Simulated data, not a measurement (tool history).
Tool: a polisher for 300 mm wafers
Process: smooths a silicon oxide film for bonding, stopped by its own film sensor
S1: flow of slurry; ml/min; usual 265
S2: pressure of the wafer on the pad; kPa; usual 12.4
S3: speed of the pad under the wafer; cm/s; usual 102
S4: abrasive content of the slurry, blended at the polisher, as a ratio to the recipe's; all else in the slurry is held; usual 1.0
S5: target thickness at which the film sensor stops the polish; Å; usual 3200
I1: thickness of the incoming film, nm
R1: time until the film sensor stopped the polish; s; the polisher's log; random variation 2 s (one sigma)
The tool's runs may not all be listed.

run 1 day=0.000 | S1=265 S2=12.4 S3=102 S4=1.0 S5=3200 | I1=390.8 | R1=119.1
run 2 day=2.858 | S1=265 S2=12.4 S3=102 S4=1.0 S5=3200 | I1=389.9 | R1=115.4
run 3 day=6.117 | S1=265 S2=12.4 S3=102 S4=1.0 S5=3200 | I1=387.7 | R1=111.8
run 4 day=9.375 | S1=265 S2=12.4 S3=102 S4=1.0 S5=3200 | I1=386.6 | R1=111.3
run 5 day=11.583 | S1=265 S2=12.4 S3=102 S4=1.0 S5=3120 | I1=385.2 | R1=122.7
run 6 day=15.217 | S1=265 S2=9.7 S3=102 S4=1.0 S5=3200 | I1=395.4 | R1=142.3
run 7 day=17.888 | S1=265 S2=10.3 S3=102 S4=1.0 S5=3310 | I1=392.9 | R1=111.9
run 8 day=21.421 | S1=360 S2=12.4 S3=102 S4=1.0 S5=3200 | I1=393.3 | R1=119.0
run 9 day=25.358 | S1=265 S2=12.4 S3=118 S4=0.8 S5=3200 | I1=395.5 | R1=131.8
-- day=27.079 worn pad replaced by a new one
-- day=27.112 slurry blender recalibrated
-- day=28.008 slurry nozzle cleaned
run 10 day=29.071 | S1=265 S2=10.3 S3=130 S4=1.0 S5=3310 | I1=394.5 | R1=100.3
run 11 day=31.000 | S1=350 S2=12.4 S3=102 S4=1.0 S5=3410 | I1=391.7 | R1=82.5
run 12 day=34.512 | S1=265 S2=12.4 S3=92 S4=1.2 S5=3200 | I1=390.7 | R1=111.1
run 13 day=38.142 | S1=265 S2=12.4 S3=102 S4=1.0 S5=3200 | I1=393.0 | R1=124.0
run 14 day=41.975 | S1=265 S2=10.3 S3=102 S4=1.0 S5=3120 | I1=388.8 | R1=142.1
-- day=43.796 head pressure recalibrated
run 15 day=46.250 | S1=345 S2=9.7 S3=102 S4=1.0 S5=3390 | I1=389.5 | R1=95.1
run 16 day=49.792 | S1=170 S2=12.4 S3=102 S4=1.2 S5=3020 | I1=383.1 | R1=127.2
run 17 day=52.529 | S1=265 S2=16.5 S3=74 S4=0.8 S5=3260 | I1=390.4 | R1=131.8
run 18 day=59.583 | S1=265 S2=12.4 S3=102 S4=1.0 S5=3200 | I1=392.5 | R1=122.2
-- day=59.812 slurry nozzle cleaned
-- day=64.546 slurry blender recalibrated
-- day=65.354 worn pad replaced by a new one
run 19 day=67.800 | S1=265 S2=10.3 S3=102 S4=1.0 S5=3040 | I1=389.1 | R1=157.9
run 20 day=70.775 | S1=185 S2=9.0 S3=102 S4=1.0 S5=3410 | I1=383.4 | R1=86.8
run 21 day=73.812 | S1=265 S2=12.4 S3=102 S4=0.8 S5=3200 | I1=389.1 | R1=137.1
run 22 day=75.354 | S1=265 S2=12.4 S3=76 S4=1.0 S5=3200 | I1=398.3 | R1=154.6
run 23 day=82.204 | S1=265 S2=14.5 S3=102 S4=1.0 S5=2970 | I1=393.6 | R1=149.6
run 24 day=84.608 | S1=265 S2=12.4 S3=102 S4=1.0 S5=3200 | I1=389.2 | R1=114.0
run 25 day=88.567 | S1=265 S2=12.4 S3=102 S4=1.0 S5=3200 | I1=396.4 | R1=125.0
-- day=89.046 slurry nozzle cleaned
-- day=94.638 head pressure recalibrated
run 26 day=96.396 | S1=265 S2=15.9 S3=102 S4=1.0 S5=3200 | I1=394.6 | R1=108.6
-- day=98.758 worn pad replaced by a new one
run 27 day=99.317 | S1=320 S2=12.4 S3=122 S4=0.9 S5=3380 | I1=393.7 | R1=87.7
-- day=100.712 slurry blender recalibrated
run 28 day=102.700 | S1=265 S2=15.9 S3=128 S4=1.0 S5=3310 | I1=391.9 | R1=72.2
run 29 day=104.954 | S1=265 S2=12.4 S3=102 S4=1.0 S5=3200 | I1=391.9 | R1=117.6

5 ways to go on from here, each from the tool as it stands after run 29. What would each give?
run A day=104.975 | S1=265 S2=12.4 S3=102 S4=1.0 S5=3100 | I1=391.9 | R1=?
run B day=104.975 | S1=335 S2=12.4 S3=102 S4=1.0 S5=3200 | I1=391.9 | R1=?
run C day=104.975 | S1=305 S2=12.4 S3=102 S4=1.0 S5=3200 | I1=391.9 | R1=?
run D day=104.975 | S1=265 S2=12.4 S3=88 S4=1.0 S5=3140 | I1=391.9 | R1=?
run E day=104.975 | S1=290 S2=12.4 S3=102 S4=1.2 S5=3380 | I1=391.9 | R1=?

run=A R1=134.5
run=B R1=115.8
run=C R1=116.7
run=D R1=140.7
run=E R1=79.0
Without the tool's hidden state the same runs would have given:
run=A R1=134.5
run=B R1=115.8
run=C R1=116.7
run=D R1=140.7
run=E R1=79.0
